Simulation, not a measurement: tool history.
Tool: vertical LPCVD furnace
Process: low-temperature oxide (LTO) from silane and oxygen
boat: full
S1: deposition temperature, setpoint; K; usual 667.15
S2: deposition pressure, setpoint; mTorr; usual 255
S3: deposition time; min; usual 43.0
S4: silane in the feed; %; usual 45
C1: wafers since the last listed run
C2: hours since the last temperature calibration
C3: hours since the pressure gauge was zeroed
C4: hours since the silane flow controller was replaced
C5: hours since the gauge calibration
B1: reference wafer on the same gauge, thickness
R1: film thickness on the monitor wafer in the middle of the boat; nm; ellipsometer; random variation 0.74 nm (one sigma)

run,hour,S1,S2,S3,S4,C1,C2,C3,C4,C5,B1,R1
1,0.0,675.15,255,43.0,45,0,2167.5,4900.1,4320.3,46.8,461.84,550.35
2,10.4,675.15,255,43.0,45,125,2177.9,4910.5,4330.7,57.2,462.21,548.27
3,27.9,667.15,255,43.0,45,210,2195.4,4928.0,4348.2,74.7,462.00,506.01
4,44.4,658.15,255,43.0,45,198,2211.9,4944.5,4364.7,91.2,462.04,458.35
5,52.9,658.15,255,43.0,45,102,2220.4,4953.0,4373.2,99.7,461.86,457.61
6,66.7,658.15,255,43.0,45,165,2234.2,4966.8,4387.0,113.5,461.91,458.76
# hour 98.2: pressure gauge zeroed
7,98.7,667.15,255,34.5,45,96,2266.2,0.5,4419.0,145.5,461.80,405.15
8,104.0,667.15,255,43.0,45,63,2271.5,5.8,4424.3,150.8,462.01,505.43
9,109.4,667.15,255,43.0,45,64,2276.9,11.2,4429.7,156.2,462.02,506.21
10,124.4,667.15,255,43.0,45,180,2291.9,26.2,4444.7,171.2,461.91,504.89
11,139.1,667.15,320,43.0,48,176,2306.6,40.9,4459.4,185.9,461.96,675.39
# hour 175.0: gauge calibrated
# hour 176.8: silane flow controller replaced
# hour 180.8: thermocouples replaced and temperature profile calibrated
12,181.3,667.15,300,52.5,45,170,0.5,83.1,4.5,6.3,461.99,744.50
13,186.6,667.15,255,43.0,45,63,5.8,88.4,9.8,11.6,462.24,517.77
14,192.0,667.15,255,43.0,45,64,11.2,93.8,15.2,17.0,462.17,518.79
15,200.1,678.15,310,31.5,41,97,19.3,101.9,23.3,25.1,461.93,469.86
# hour 228.1: thermocouples replaced and temperature profile calibrated, repeated, since the last time left the tool worse
16,228.6,663.15,315,32.5,40,54,0.5,130.4,51.8,53.6,462.04,384.47
17,234.0,667.15,310,43.0,47,64,5.9,135.8,57.2,59.0,461.84,625.55
18,242.0,667.15,255,43.0,45,96,13.9,143.8,65.2,67.0,461.96,492.00
19,252.6,656.15,205,43.0,49,127,24.5,154.4,75.8,77.6,462.14,381.92
20,263.9,667.15,230,43.0,50,135,35.8,165.7,87.1,88.9,462.29,491.17

Forecast each of these 4 alternatives for the next run:
A,269.3,667.15,255,43.0,45,64,41.2,171.1,92.5,94.3,?,?
B,269.3,664.15,275,43.0,45,64,41.2,171.1,92.5,94.3,?,?
C,269.3,667.15,225,32.5,45,64,41.2,171.1,92.5,94.3,?,?
D,269.3,674.15,320,37.5,41,64,41.2,171.1,92.5,94.3,?,?

run,B1,R1
A,461.91,493.28
B,461.91,514.84
C,461.91,328.97
D,461.91,525.75
Without the tool's hidden state the same runs would have given:
run,R1
A,491.28
B,512.72
C,327.63
D,523.61
